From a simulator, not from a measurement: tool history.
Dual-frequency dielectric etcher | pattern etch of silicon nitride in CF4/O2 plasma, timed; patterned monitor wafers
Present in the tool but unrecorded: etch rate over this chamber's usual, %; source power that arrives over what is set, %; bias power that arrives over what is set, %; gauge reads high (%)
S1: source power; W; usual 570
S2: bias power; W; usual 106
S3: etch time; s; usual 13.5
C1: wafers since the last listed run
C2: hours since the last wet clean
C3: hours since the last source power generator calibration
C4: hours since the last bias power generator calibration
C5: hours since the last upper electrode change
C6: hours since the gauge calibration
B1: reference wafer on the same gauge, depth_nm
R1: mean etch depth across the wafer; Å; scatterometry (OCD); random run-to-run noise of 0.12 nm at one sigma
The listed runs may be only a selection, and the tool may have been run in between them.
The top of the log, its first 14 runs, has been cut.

{"hour": 425.9, "done": "wet clean of the chamber"}
{"run": 15, "hour": 426.4, "S1": 680, "S2": 118, "S3": 14.5, "C1": 230, "C2": 0.5, "C3": 1965.7, "C4": 67.1, "C5": 2408.3, "C6": 1044.1, "B1": 23.6, "R1": 354.1}
{"hour": 442.9, "done": "source power generator calibrated"}
{"run": 16, "hour": 456.5, "S1": 570, "S2": 96, "S3": 10.5, "C1": 573, "C2": 30.6, "C3": 13.6, "C4": 97.2, "C5": 2438.4, "C6": 1074.2, "B1": 23.6, "R1": 208.9}
{"run": 17, "hour": 478.1, "S1": 570, "S2": 106, "S3": 13.5, "C1": 474, "C2": 52.2, "C3": 35.2, "C4": 118.8, "C5": 2460, "C6": 1095.8, "B1": 23.64, "R1": 279.1}
{"hour": 507.9, "done": "upper electrode replaced"}
{"run": 18, "hour": 508.4, "S1": 660, "S2": 106, "S3": 13.5, "C1": 138, "C2": 82.5, "C3": 65.5, "C4": 149.1, "C5": 0.5, "C6": 1126.1, "B1": 23.58, "R1": 325.9}
{"run": 19, "hour": 524.7, "S1": 500, "S2": 97, "S3": 12, "C1": 358, "C2": 98.8, "C3": 81.8, "C4": 165.4, "C5": 16.8, "C6": 1142.4, "B1": 23.58, "R1": 210.3}
{"run": 20, "hour": 541.4, "S1": 570, "S2": 106, "S3": 11.5, "C1": 366, "C2": 115.5, "C3": 98.5, "C4": 182.1, "C5": 33.5, "C6": 1159.1, "B1": 23.61, "R1": 238.1}
{"hour": 544.9, "done": "gauge calibrated"}
{"run": 21, "hour": 570.8, "S1": 570, "S2": 129, "S3": 15, "C1": 645, "C2": 144.9, "C3": 127.9, "C4": 211.5, "C5": 62.9, "C6": 25.9, "B1": 23.58, "R1": 327.6}
{"run": 22, "hour": 583.8, "S1": 570, "S2": 94, "S3": 11.5, "C1": 285, "C2": 157.9, "C3": 140.9, "C4": 224.5, "C5": 75.9, "C6": 38.9, "B1": 23.61, "R1": 230.6}
{"run": 23, "hour": 599.6, "S1": 570, "S2": 99, "S3": 11, "C1": 347, "C2": 173.7, "C3": 156.7, "C4": 240.3, "C5": 91.7, "C6": 54.7, "B1": 23.59, "R1": 224}
{"run": 24, "hour": 631.3, "S1": 650, "S2": 106, "S3": 13.5, "C1": 696, "C2": 205.4, "C3": 188.4, "C4": 272, "C5": 123.4, "C6": 86.4, "B1": 23.59, "R1": 323.4}
{"run": 25, "hour": 644.2, "S1": 570, "S2": 106, "S3": 13.5, "C1": 283, "C2": 218.3, "C3": 201.3, "C4": 284.9, "C5": 136.3, "C6": 99.3, "B1": 23.58, "R1": 279.5}
{"run": 26, "hour": 665.2, "S1": 570, "S2": 106, "S3": 13.5, "C1": 461, "C2": 239.3, "C3": 222.3, "C4": 305.9, "C5": 157.3, "C6": 120.3, "B1": 23.61, "R1": 280}
{"run": 27, "hour": 692.8, "S1": 460, "S2": 106, "S3": 17, "C1": 606, "C2": 266.9, "C3": 249.9, "C4": 333.5, "C5": 184.9, "C6": 147.9, "B1": 23.59, "R1": 280}
{"run": 28, "hour": 728.5, "S1": 570, "S2": 106, "S3": 17, "C1": 784, "C2": 302.6, "C3": 285.6, "C4": 369.2, "C5": 220.6, "C6": 183.6, "B1": 23.6, "R1": 354.8}
{"hour": 778.5, "done": "wet clean of the chamber"}
{"run": 29, "hour": 779.0, "S1": 570, "S2": 106, "S3": 13.5, "C1": 582, "C2": 0.5, "C3": 336.1, "C4": 419.7, "C5": 271.1, "C6": 234.1, "B1": 23.59, "R1": 275.7}
{"run": 30, "hour": 779.3, "S1": 570, "S2": 99, "S3": 9.5, "C1": 6, "C2": 0.8, "C3": 336.4, "C4": 420, "C5": 271.4, "C6": 234.4, "B1": 23.59, "R1": 190.5}

Branching from run 30: 4 alternative next runs. What would each branch give?
{"run": "A", "hour": 779.7, "S1": 570, "S2": 106, "S3": 13.5, "C1": 8, "C2": 1.2, "C3": 336.8, "C4": 420.4, "C5": 271.8, "C6": 234.8, "B1": "?", "R1": "?"}
{"run": "B", "hour": 779.7, "S1": 570, "S2": 106, "S3": 16.5, "C1": 8, "C2": 1.2, "C3": 336.8, "C4": 420.4, "C5": 271.8, "C6": 234.8, "B1": "?", "R1": "?"}
{"run": "C", "hour": 779.7, "S1": 500, "S2": 91, "S3": 13.5, "C1": 8, "C2": 1.2, "C3": 336.8, "C4": 420.4, "C5": 271.8, "C6": 234.8, "B1": "?", "R1": "?"}
{"run": "D", "hour": 779.7, "S1": 570, "S2": 84, "S3": 13.5, "C1": 8, "C2": 1.2, "C3": 336.8, "C4": 420.4, "C5": 271.8, "C6": 234.8, "B1": "?", "R1": "?"}

run=A B1=23.6 R1=277.4
run=B B1=23.6 R1=339.1
run=C B1=23.6 R1=231
run=D B1=23.6 R1=260.6
Stripped of hidden state, with their random variation kept, the same runs would have yielded:
run=A R1=277.8
run=B R1=339.6
run=C R1=231.3
run=D R1=261
